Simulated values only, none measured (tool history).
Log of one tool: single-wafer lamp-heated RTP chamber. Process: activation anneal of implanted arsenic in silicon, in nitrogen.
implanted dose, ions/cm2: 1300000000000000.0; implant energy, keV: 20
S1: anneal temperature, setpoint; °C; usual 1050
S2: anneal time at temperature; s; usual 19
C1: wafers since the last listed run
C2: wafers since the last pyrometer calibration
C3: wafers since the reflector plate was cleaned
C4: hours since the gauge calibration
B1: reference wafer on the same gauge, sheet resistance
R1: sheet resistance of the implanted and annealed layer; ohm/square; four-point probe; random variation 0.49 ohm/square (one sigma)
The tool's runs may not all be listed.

| run | hour | S1 | S2 | C1 | C2 | C3 | C4 | B1 | R1 |
|---|---|---|---|---|---|---|---|---|---|
| 1 | 0.0 | 1050 | 13 | 0 | 8612 | 3320 | 980.2 | 117.97 | 105.16 |
|  | 19.5 | pyrometer window cleaned and pyrometer calibrated |
| 2 | 48.3 | 1050 | 13 | 538 | 384 | 3858 | 1028.5 | 117.98 | 105.48 |
| 3 | 75.7 | 1050 | 13 | 365 | 750 | 4224 | 1055.9 | 117.96 | 105.48 |
| 4 | 108.3 | 1031 | 12 | 435 | 1186 | 4659 | 1088.5 | 117.93 | 111.99 |
| 5 | 152.5 | 1031 | 12 | 590 | 1776 | 5249 | 1132.7 | 118.05 | 111.11 |
| 6 | 196.9 | 1050 | 19 | 592 | 2369 | 5842 | 1177.1 | 117.99 | 99.88 |
| 7 | 244.1 | 1050 | 19 | 630 | 2999 | 6472 | 1224.3 | 118.02 | 100.07 |
| 8 | 268.3 | 1050 | 19 | 323 | 3322 | 6796 | 1248.5 | 117.98 | 99.42 |
| 9 | 305.0 | 1050 | 19 | 490 | 3812 | 7286 | 1285.2 | 117.94 | 99.89 |
| 10 | 366.1 | 1050 | 19 | 815 | 4628 | 8102 | 1346.3 | 118.01 | 100.96 |
| 11 | 406.3 | 1050 | 19 | 536 | 5165 | 8638 | 1386.5 | 118.08 | 100.28 |
| 12 | 477.0 | 1050 | 19 | 944 | 6109 | 9583 | 1457.2 | 117.92 | 100.42 |
|  | 483.7 | gauge calibrated |
| 13 | 502.9 | 1050 | 19 | 345 | 6455 | 9928 | 19.2 | 117.99 | 101.22 |
| 14 | 662.4 | 1050 | 19 | 2129 | 8585 | 12058 | 178.7 | 118.02 | 101.57 |
|  | 676.3 | pyrometer window cleaned and pyrometer calibrated |
|  | 723.7 | reflector plate cleaned |
| 15 | 730.8 | 1050 | 15 | 699 | 620 | 94 | 247.1 | 117.97 | 103.47 |
| 16 | 777.7 | 1066 | 25 | 626 | 1246 | 720 | 294.0 | 117.99 | 93.55 |
| 17 | 824.0 | 1022 | 10 | 618 | 1865 | 1338 | 340.3 | 118.06 | 116.56 |
| 18 | 919.5 | 1050 | 19 | 1275 | 3140 | 2614 | 435.8 | 117.93 | 99.93 |
| 19 | 981.1 | 1050 | 19 | 822 | 3963 | 3436 | 497.4 | 117.98 | 100.60 |
| 20 | 1040.1 | 1050 | 19 | 787 | 4751 | 4224 | 556.4 | 118.03 | 99.94 |
| 21 | 1089.9 | 1050 | 11 | 665 | 5416 | 4889 | 606.2 | 117.95 | 107.18 |
| 22 | 1142.9 | 1034 | 14 | 707 | 6123 | 5597 | 659.2 | 117.92 | 108.44 |
| 23 | 1188.3 | 1058 | 10 | 606 | 6730 | 6203 | 704.6 | 118.06 | 105.40 |
|  | 1206.0 | pyrometer window cleaned and pyrometer calibrated |
| 24 | 1244.9 | 1070 | 19 | 649 | 518 | 6852 | 761.2 | 118.01 | 95.71 |
| 25 | 1300.2 | 1050 | 19 | 738 | 1257 | 7591 | 816.5 | 118.01 | 100.37 |
| 26 | 1347.8 | 1050 | 19 | 635 | 1892 | 8226 | 864.1 | 118.02 | 101.56 |
| 27 | 1382.5 | 1079 | 19 | 463 | 2356 | 8690 | 898.8 | 117.96 | 93.62 |
| 28 | 1423.7 | 1071 | 10 | 550 | 2906 | 9240 | 940.0 | 118.10 | 101.97 |
| 29 | 1469.9 | 1075 | 19 | 616 | 3523 | 9857 | 986.2 | 118.07 | 94.18 |
| 30 | 1519.3 | 1060 | 16 | 659 | 4183 | 10516 | 1035.6 | 117.95 | 100.30 |
| 31 | 1550.9 | 1061 | 25 | 421 | 4605 | 10938 | 1067.2 | 118.00 | 95.09 |
| 32 | 1603.6 | 1050 | 19 | 703 | 5308 | 11642 | 1119.9 | 118.03 | 100.62 |
| 33 | 1628.7 | 1060 | 27 | 335 | 5644 | 11977 | 1145.0 | 117.97 | 93.30 |
| 34 | 1687.9 | 1028 | 29 | 790 | 6434 | 12768 | 1204.2 | 118.01 | 101.54 |
|  | 1730.7 | reflector plate cleaned |
| 35 | 1741.6 | 1050 | 19 | 610 | 7044 | 145 | 1257.9 | 118.00 | 101.26 |
| 36 | 1777.5 | 1070 | 23 | 479 | 7524 | 624 | 1293.8 | 117.92 | 93.03 |
| 37 | 1827.0 | 1050 | 22 | 661 | 8185 | 1285 | 1343.3 | 117.94 | 99.84 |

What the log doesn't show, run by run:
true wafer temperature minus pyrometer reading, K: 0 in every run
wafer temperature error from the tarnished reflector plate, K: 0 in every run
gauge reads high (%): 0 in every run
